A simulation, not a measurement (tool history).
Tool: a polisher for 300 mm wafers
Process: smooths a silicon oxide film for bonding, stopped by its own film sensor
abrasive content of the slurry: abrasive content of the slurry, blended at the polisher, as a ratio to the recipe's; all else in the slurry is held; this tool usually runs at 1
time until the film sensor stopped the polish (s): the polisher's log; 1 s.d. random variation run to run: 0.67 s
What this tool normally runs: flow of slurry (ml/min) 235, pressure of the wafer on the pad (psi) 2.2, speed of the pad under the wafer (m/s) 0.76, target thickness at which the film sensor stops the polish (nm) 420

run,hour,flow of slurry (ml/min),pressure of the wafer on the pad (psi),speed of the pad under the wafer (m/s),abrasive content of the slurry,target thickness at which the film sensor stops the polish (nm),"incoming thickness of the incoming film, nm",time until the film sensor stopped the polish (s)
1,0,235,2.2,0.76,1,423,457.1,69.1
2,12.2,235,2.2,0.76,1,420,457,75.1
3,19.4,235,2.2,0.76,1,420,469.6,101.4
4,34.4,235,2.2,0.76,1,420,460.1,83.9
5,45.3,235,2.2,0.76,1,420,463,90.4
# hour 54.3: head pressure recalibrated
6,54.8,235,2.2,0.76,1,420,452.9,68.7
# hour 68.9: slurry blender recalibrated
7,69.4,235,2.2,0.76,0.9,420,454.6,71.4
# hour 76.3: slurry nozzle cleaned
8,81.3,235,2.2,0.76,0.9,420,462,87.2
9,97.7,235,2.2,0.76,1,420,466.7,94.1
10,109.2,200,2.2,0.76,0.75,420,451.2,74.4
# hour 125.9: worn pad replaced by a new one
11,126.4,235,2.2,0.76,1,420,461.4,77.2
12,137.3,235,2.2,0.76,1.2,420,461.8,74.9
13,147.5,235,2.2,0.76,1,420,458.4,74.5
14,157.8,265,1.9,0.76,1,420,464.9,99.8
15,165.1,185,2.2,0.66,1.15,408,458.7,111.5
16,177.2,235,1.5,0.6,1.15,429,469.4,124.5

What the log doesn't show, run by run:
slurry flow missing at the pad, %: 0 across all the runs
deviation of the head's pressure from its setpoint, %: 0 across all the runs
H1: removal rate lost through wear of the pad, %
H2: abrasive missing from the slurry, %
run,H1,H2
1,3.85,13.2
2,4.79,13.7
3,5.26,14
4,6.07,14.4
5,6.54,14.7
6,6.89,14.9
7,7.33,1.18
8,7.62,3.82
9,7.93,6.74
10,8.1,8.38
11,0.123,10.3
12,1.43,11.3
13,2.46,12.1
14,3.33,12.8
15,3.86,13.2
16,4.61,13.8

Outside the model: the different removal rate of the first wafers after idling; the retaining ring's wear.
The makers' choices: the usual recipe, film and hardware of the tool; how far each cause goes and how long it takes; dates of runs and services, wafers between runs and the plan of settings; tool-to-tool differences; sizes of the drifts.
